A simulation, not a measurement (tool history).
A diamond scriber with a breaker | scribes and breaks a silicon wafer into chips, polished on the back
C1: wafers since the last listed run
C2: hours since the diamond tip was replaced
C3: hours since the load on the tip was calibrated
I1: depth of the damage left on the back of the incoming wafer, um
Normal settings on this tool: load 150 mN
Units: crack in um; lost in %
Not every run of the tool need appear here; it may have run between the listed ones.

run 1 hour=0.0 | load=182 | C1=0 C2=245.2 C3=752.0 | I1=0.02 | crack=13.90 lost=1.55
run 2 hour=26.5 | load=131 | C1=77 C2=271.7 C3=778.5 | I1=0.05 | crack=11.53 lost=3.01
run 3 hour=42.3 | load=131 | C1=46 C2=287.5 C3=794.3 | I1=0.03 | crack=11.50 lost=3.06
run 4 hour=69.6 | load=150 | C1=79 C2=314.8 C3=821.6 | I1=0.02 | crack=12.32 lost=2.16
run 5 hour=95.0 | load=150 | C1=74 C2=340.2 C3=847.0 | I1=0.01 | crack=12.20 lost=2.12
run 6 hour=112.0 | load=150 | C1=49 C2=357.2 C3=864.0 | I1=0.02 | crack=12.21 lost=2.06
run 7 hour=124.6 | load=150 | C1=36 C2=369.8 C3=876.6 | I1=0.03 | crack=12.32 lost=2.14
run 8 hour=145.6 | load=150 | C1=61 C2=390.8 C3=897.6 | I1=0.04 | crack=12.05 lost=2.04
run 9 hour=172.5 | load=150 | C1=78 C2=417.7 C3=924.5 | I1=0.03 | crack=12.19 lost=2.30
run 10 hour=205.6 | load=150 | C1=96 C2=450.8 C3=957.6 | I1=0.04 | crack=12.06 lost=2.24
run 11 hour=240.1 | load=128 | C1=101 C2=485.3 C3=992.1 | I1=0.02 | crack=11.18 lost=3.86
-- hour=269.4 load on the tip recalibrated
run 12 hour=272.3 | load=167 | C1=88 C2=517.5 C3=2.9 | I1=0.05 | crack=13.79 lost=1.72
run 13 hour=285.0 | load=167 | C1=37 C2=530.2 C3=15.6 | I1=0.01 | crack=14.06 lost=1.77
run 14 hour=319.5 | load=167 | C1=101 C2=564.7 C3=50.1 | I1=0.04 | crack=13.93 lost=1.94
run 15 hour=408.2 | load=150 | C1=259 C2=653.4 C3=138.8 | I1=0.04 | crack=13.08 lost=1.54
run 16 hour=433.9 | load=150 | C1=75 C2=679.1 C3=164.5 | I1=0.02 | crack=13.07 lost=1.61
run 17 hour=454.7 | load=150 | C1=60 C2=699.9 C3=185.3 | I1=0.01 | crack=13.12 lost=1.68
-- hour=460.1 diamond tip replaced by a new one
run 18 hour=489.4 | load=150 | C1=95 C2=29.3 C3=220.0 | I1=0.05 | crack=13.16 lost=1.56
run 19 hour=502.8 | load=150 | C1=39 C2=42.7 C3=233.4 | I1=0.02 | crack=12.99 lost=1.56
run 20 hour=516.6 | load=118 | C1=40 C2=56.5 C3=247.2 | I1=0.01 | crack=11.53 lost=2.95
run 21 hour=537.6 | load=131 | C1=61 C2=77.5 C3=268.2 | I1=0.05 | crack=12.11 lost=2.18
run 22 hour=554.7 | load=150 | C1=50 C2=94.6 C3=285.3 | I1=0.05 | crack=13.06 lost=1.67
run 23 hour=572.9 | load=150 | C1=53 C2=112.8 C3=303.5 | I1=0.02 | crack=13.02 lost=1.59
run 24 hour=591.4 | load=127 | C1=54 C2=131.3 C3=322.0 | I1=0.03 | crack=11.92 lost=2.39
run 25 hour=619.3 | load=150 | C1=81 C2=159.2 C3=349.9 | I1=0.01 | crack=13.10 lost=1.63
run 26 hour=642.4 | load=137 | C1=67 C2=182.3 C3=373.0 | I1=0.02 | crack=12.21 lost=1.96
run 27 hour=662.3 | load=150 | C1=58 C2=202.2 C3=392.9 | I1=0.05 | crack=12.89 lost=1.61
run 28 hour=683.7 | load=192 | C1=62 C2=223.6 C3=414.3 | I1=0.02 | crack=14.54 lost=2.50
run 29 hour=696.4 | load=162 | C1=37 C2=236.3 C3=427.0 | I1=0.03 | crack=13.39 lost=1.55
run 30 hour=720.9 | load=188 | C1=71 C2=260.8 C3=451.5 | I1=0.03 | crack=14.55 lost=2.20
run 31 hour=733.0 | load=134 | C1=35 C2=272.9 C3=463.6 | I1=0.03 | crack=12.01 lost=2.21
run 32 hour=749.0 | load=109 | C1=46 C2=288.9 C3=479.6 | I1=0.02 | crack=11.08 lost=4.39
run 33 hour=775.8 | load=166 | C1=78 C2=315.7 C3=506.4 | I1=0.04 | crack=13.39 lost=1.61
run 34 hour=803.2 | load=132 | C1=80 C2=343.1 C3=533.8 | I1=0.04 | crack=11.93 lost=2.31
run 35 hour=830.9 | load=189 | C1=81 C2=370.8 C3=561.5 | I1=0.02 | crack=14.29 lost=2.04
run 36 hour=844.8 | load=187 | C1=40 C2=384.7 C3=575.4 | I1=0.03 | crack=14.15 lost=1.93
run 37 hour=889.0 | load=133 | C1=129 C2=428.9 C3=619.6 | I1=0.04 | crack=11.86 lost=2.35
run 38 hour=914.1 | load=120 | C1=73 C2=454.0 C3=644.7 | I1=0.03 | crack=11.35 lost=3.49
run 39 hour=937.4 | load=125 | C1=68 C2=477.3 C3=668.0 | I1=0.04 | crack=11.52 lost=3.12
run 40 hour=965.1 | load=150 | C1=81 C2=505.0 C3=695.7 | I1=0.02 | crack=12.69 lost=1.82
run 41 hour=1028.1 | load=135 | C1=184 C2=568.0 C3=758.7 | I1=0.02 | crack=11.91 lost=2.48
run 42 hour=1054.9 | load=132 | C1=78 C2=594.8 C3=785.5 | I1=0.02 | crack=11.73 lost=2.75
-- hour=1057.8 diamond tip replaced by a new one
run 43 hour=1086.5 | load=178 | C1=86 C2=28.7 C3=817.1 | I1=0.04 | crack=13.69 lost=1.62

State the hidden condition of the tool at each of the runs:
share of the diamond tip's cutting effectiveness lost through wear, %: 0, the same for each run
H1: deviation of the load on the tip from its setpoint, %
run=1 H1=-13
run=2 H1=-13.3
run=3 H1=-13.6
run=4 H1=-13.9
run=5 H1=-14.3
run=6 H1=-14.5
run=7 H1=-14.7
run=8 H1=-15
run=9 H1=-15.4
run=10 H1=-15.8
run=11 H1=-16.3
run=12 H1=0.663
run=13 H1=0.487
run=14 H1=0.0097
run=15 H1=-1.22
run=16 H1=-1.57
run=17 H1=-1.86
run=18 H1=-2.34
run=19 H1=-2.53
run=20 H1=-2.72
run=21 H1=-3.01
run=22 H1=-3.24
run=23 H1=-3.5
run=24 H1=-3.75
run=25 H1=-4.14
run=26 H1=-4.46
run=27 H1=-4.73
run=28 H1=-5.03
run=29 H1=-5.2
run=30 H1=-5.54
run=31 H1=-5.71
run=32 H1=-5.93
run=33 H1=-6.3
run=34 H1=-6.68
run=35 H1=-7.06
run=36 H1=-7.26
run=37 H1=-7.87
run=38 H1=-8.22
run=39 H1=-8.54
run=40 H1=-8.92
run=41 H1=-9.79
run=42 H1=-10.2
run=43 H1=-10.6

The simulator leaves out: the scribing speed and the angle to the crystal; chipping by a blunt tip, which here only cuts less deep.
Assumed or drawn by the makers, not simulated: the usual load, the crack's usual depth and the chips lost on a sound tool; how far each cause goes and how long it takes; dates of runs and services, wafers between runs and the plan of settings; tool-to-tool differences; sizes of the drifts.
